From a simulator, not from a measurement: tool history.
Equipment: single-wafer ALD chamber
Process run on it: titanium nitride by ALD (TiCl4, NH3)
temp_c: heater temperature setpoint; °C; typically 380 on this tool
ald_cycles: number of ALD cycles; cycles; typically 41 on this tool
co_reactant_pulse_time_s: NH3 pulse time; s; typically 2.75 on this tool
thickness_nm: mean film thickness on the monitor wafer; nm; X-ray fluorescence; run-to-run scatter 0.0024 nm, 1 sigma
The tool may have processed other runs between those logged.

run   hour  temp_c  ald_cycles  co_reactant_pulse_time_s  wafers since the last listed run  hours since the last thermocouple change  hours since the showerhead was replaced  hours since the gauge calibration  read-back reference wafer on the same gauge, thickness_nm  thickness_nm
  1      0     380          41                      2.36                                 0                                    2192.2                                   4212.2                              244.1                                                      0.946         0.933
  2   73.3     380          41                      2.36                               496                                    2265.5                                   4285.5                              317.4                                                      0.946         0.933
  3  101.4     380          41                      2.36                               190                                    2293.6                                   4313.6                              345.5                                                      0.947         0.933
  4  116.7     380          41                      2.75                               103                                    2308.9                                   4328.9                              360.8                                                      0.944         0.939
  5  136.9     380          41                      2.75                               136                                    2329.1                                   4349.1                                381                                                      0.945         0.938
  6  172.8     370          41                      2.75                               243                                      2365                                     4385                              416.9                                                      0.944         0.927
  7  195.6     380          41                      2.75                               154                                    2387.8                                   4407.8                              439.7                                                      0.944         0.938
  8  227.2     380          41                      2.75                               214                                    2419.4                                   4439.4                              471.3                                                      0.943         0.942
  9  304.2     389          41                      2.75                               521                                    2496.4                                   4516.4                              548.3                                                      0.941         0.942
 10  333.4     389          41                      2.75                               197                                    2525.6                                   4545.6                              577.5                                                       0.94         0.944
 11  360.3     389          41                      2.75                               182                                    2552.5                                   4572.5                              604.4                                                      0.939         0.939
 12    379     380          43                      2.75                               126                                    2571.2                                   4591.2                              623.1                                                      0.939          0.98
 13    391     380          41                      2.75                                81                                    2583.2                                   4603.2                              635.1                                                      0.939         0.937
 14  414.9     380          41                      2.75                               161                                    2607.1                                   4627.1                                659                                                      0.939         0.933
 15  444.5     380          41                      2.75                               200                                    2636.7                                   4656.7                              688.6                                                      0.937         0.931
 16  465.2     377          41                      2.75                               140                                    2657.4                                   4677.4                              709.3                                                      0.938          0.93
 17  478.1     377          41                      2.75                                87                                    2670.3                                   4690.3                              722.2                                                      0.937          0.93
     541.8  -- gauge calibrated
 18  562.7     393          38                      1.77                               573                                    2754.9                                   4774.9                               20.9                                                      0.951         0.869
 19  579.7     380          41                      2.36                               115                                    2771.9                                   4791.9                               37.9                                                      0.952         0.936
 20  613.4     380          41                      3.22                               228                                    2805.6                                   4825.6                               71.6                                                       0.95         0.951
 21  630.2     380          37                       3.1                               113                                    2822.4                                   4842.4                               88.4                                                      0.951         0.859
 22  644.7     380          46                      3.73                                98                                    2836.9                                   4856.9                              102.9                                                       0.95         1.072
 23  680.1     380          41                      2.75                               239                                    2872.3                                   4892.3                              138.3                                                      0.952         0.945
     695.7  -- thermocouple changed; heater temperature recalibrated
 24  710.3     380          37                      2.75                               150                                      14.6                                   4922.5                              168.5                                                      0.949          0.85
     736.9  -- showerhead replaced
 25  737.4     368          41                      2.75                               129                                      41.7                                      0.5                              195.6                                                       0.95         0.929
 26    751     373          46                      3.15                                92                                      55.3                                     14.1                              209.2                                                      0.951         1.053
 27  777.7     380          41                      2.75                               180                                        82                                     40.8                              235.9                                                       0.95         0.946
 28  796.8     391          45                      1.89                               129                                     101.1                                     59.9                                255                                                      0.948          1.03
 29  810.8     380          41                       1.7                                94                                     115.1                                     73.9                                269                                                      0.949         0.913
 30    834     380          34                      2.75                               157                                     138.3                                     97.1                              292.2                                                      0.949         0.784
 31  857.2     380          34                      2.06                               157                                     161.5                                    120.3                              315.4                                                      0.949         0.767
 32  875.9     380          41                      3.41                               126                                     180.2                                      139                              334.1                                                      0.948         0.951
 33  910.3     384          44                      3.38                               233                                     214.6                                    173.4                              368.5                                                      0.948         1.017
 34  941.5     380          44                      3.51                               211                                     245.8                                    204.6                              399.7                                                      0.947         1.018

The tool's hidden state at each run:
wafer temperature above the value expected at the setpoint (K): 0 in every run
H1: gauge reads high (%)
run        H1
  1    -0.455
  2    -0.556
  3    -0.601
  4    -0.627
  5    -0.664
  6    -0.734
  7    -0.781
  8    -0.851
  9     -1.04
 10     -1.12
 11      -1.2
 12     -1.26
 13     -1.29
 14     -1.37
 15     -1.46
 16     -1.54
 17     -1.58
 18   0.00257
 19  0.000136
 20  -0.00885
 21   -0.0154
 22   -0.0222
 23   -0.0429
 24   -0.0655
 25   -0.0895
 26    -0.103
 27    -0.132
 28    -0.155
 29    -0.173
 30    -0.204
 31    -0.239
 32    -0.268
 33    -0.327
 34    -0.385
